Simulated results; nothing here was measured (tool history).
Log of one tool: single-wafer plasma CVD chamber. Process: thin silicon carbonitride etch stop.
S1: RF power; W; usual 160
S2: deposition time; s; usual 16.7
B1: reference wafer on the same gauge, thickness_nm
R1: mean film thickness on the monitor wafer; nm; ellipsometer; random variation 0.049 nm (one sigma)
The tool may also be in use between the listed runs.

{"run": 1, "hour": 0.0, "S1": 160, "S2": 16.7, "B1": 9.126, "R1": 8.693}
{"run": 2, "hour": 95.2, "S1": 160, "S2": 16.7, "B1": 9.142, "R1": 8.691}
{"run": 3, "hour": 156.3, "S1": 160, "S2": 16.7, "B1": 9.12, "R1": 8.661}
{"run": 4, "hour": 448.2, "S1": 160, "S2": 16.7, "B1": 9.06, "R1": 8.689}
{"run": 5, "hour": 516.4, "S1": 160, "S2": 16.7, "B1": 9.05, "R1": 8.668}
{"run": 6, "hour": 597.6, "S1": 160, "S2": 16.7, "B1": 9.026, "R1": 8.595}
{"run": 7, "hour": 686.2, "S1": 160, "S2": 16.7, "B1": 9.013, "R1": 8.495}
{"hour": 796.8, "done": "thermocouple changed; heater temperature recalibrated"}
{"run": 8, "hour": 797.3, "S1": 185, "S2": 16.7, "B1": 8.969, "R1": 9.155}
{"hour": 876.0, "done": "gauge calibrated"}
{"run": 9, "hour": 878.4, "S1": 185, "S2": 16.7, "B1": 9.17, "R1": 9.283}
{"run": 10, "hour": 971.0, "S1": 185, "S2": 16.7, "B1": 9.157, "R1": 9.252}
{"run": 11, "hour": 1021.6, "S1": 175, "S2": 15.5, "B1": 9.163, "R1": 8.345}
{"hour": 1079.1, "done": "showerhead replaced"}
{"run": 12, "hour": 1124.6, "S1": 160, "S2": 16.7, "B1": 9.17, "R1": 8.804}
{"run": 13, "hour": 1199.6, "S1": 160, "S2": 16.7, "B1": 9.14, "R1": 8.648}
{"hour": 1263.0, "done": "RF generator calibrated"}
{"run": 14, "hour": 1328.3, "S1": 160, "S2": 16.7, "B1": 9.133, "R1": 8.676}
{"run": 15, "hour": 1399.6, "S1": 160, "S2": 17.8, "B1": 9.118, "R1": 9.328}
{"run": 16, "hour": 1449.7, "S1": 190, "S2": 19.2, "B1": 9.132, "R1": 10.73}
{"run": 17, "hour": 1511.7, "S1": 175, "S2": 16.7, "B1": 9.101, "R1": 8.913}
{"run": 18, "hour": 1555.2, "S1": 160, "S2": 18.5, "B1": 9.08, "R1": 9.603}

The next listed run, before its measurement:
{"run": 19, "hour": 1641.6, "S1": 175, "S2": 18.7, "B1": "?", "R1": "?"}

{"run 19": {"B1": 9.053, "R1": 10.085}}
Without the tool's hidden state the same run would have given R1 10.205 nm.
